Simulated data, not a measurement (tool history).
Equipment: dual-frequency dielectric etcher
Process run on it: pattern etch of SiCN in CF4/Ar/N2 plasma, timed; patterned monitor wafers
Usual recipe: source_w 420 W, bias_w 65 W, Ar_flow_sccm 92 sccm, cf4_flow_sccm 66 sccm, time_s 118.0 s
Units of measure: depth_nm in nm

run	hour	source_w	bias_w	Ar_flow_sccm	cf4_flow_sccm	time_s	read-back reference wafer on the same gauge, depth_nm	depth_nm
1	0.0	420	54	92	66	118.0	81.5	75.3
2	27.6	420	54	92	66	118.0	81.5	75.6
3	39.9	420	54	92	66	118.0	81.5	75.3
4	60.7	420	59	92	66	118.0	81.5	78.6
5	94.4	420	59	92	66	118.0	81.6	78.6
6	121.7	420	65	92	66	118.0	81.5	82.8
7	145.2	420	65	92	66	118.0	81.5	81.9
# hour 152.9: gauge calibrated
8	157.9	420	65	92	66	118.0	81.7	83.2
9	170.1	420	73	100	66	151.5	81.6	110.9
# hour 190.7: source power generator calibrated
# hour 195.4: CF4 flow controller replaced
# hour 205.0: Ar flow controller replaced
10	205.5	470	65	92	66	89.5	81.6	66.2
# hour 233.9: wet clean of the chamber
11	234.4	420	65	92	66	118.0	81.6	79.9
12	256.5	420	65	92	82	118.0	81.6	83.1
# hour 289.8: bias power generator calibrated
# hour 291.4: upper electrode replaced
13	291.9	420	59	92	66	118.0	81.7	77.0
14	306.5	500	51	85	59	118.0	81.6	77.9
15	320.9	420	65	69	66	118.0	81.7	83.7
16	349.6	480	58	92	81	118.0	81.6	84.4
17	369.4	360	65	92	66	118.0	81.6	76.0

Below are 4 alternative next runs, each starting from the tool's condition after run 17. Predict each:
A	369.8	420	65	92	56	118.0	?	?
B	369.8	420	65	115	74	118.0	?	?
C	369.8	350	65	98	50	136.0	?	?
D	369.8	330	65	92	66	132.0	?	?

run	read-back reference wafer on the same gauge, depth_nm	depth_nm
A	81.6	78.8
B	81.6	79.6
C	81.6	81.8
D	81.6	81.8
The same runs, with their run-to-run variation unchanged, on a tool lacking any hidden condition would have given:
run	depth_nm
A	78.1
B	78.9
C	81.1
D	81.1

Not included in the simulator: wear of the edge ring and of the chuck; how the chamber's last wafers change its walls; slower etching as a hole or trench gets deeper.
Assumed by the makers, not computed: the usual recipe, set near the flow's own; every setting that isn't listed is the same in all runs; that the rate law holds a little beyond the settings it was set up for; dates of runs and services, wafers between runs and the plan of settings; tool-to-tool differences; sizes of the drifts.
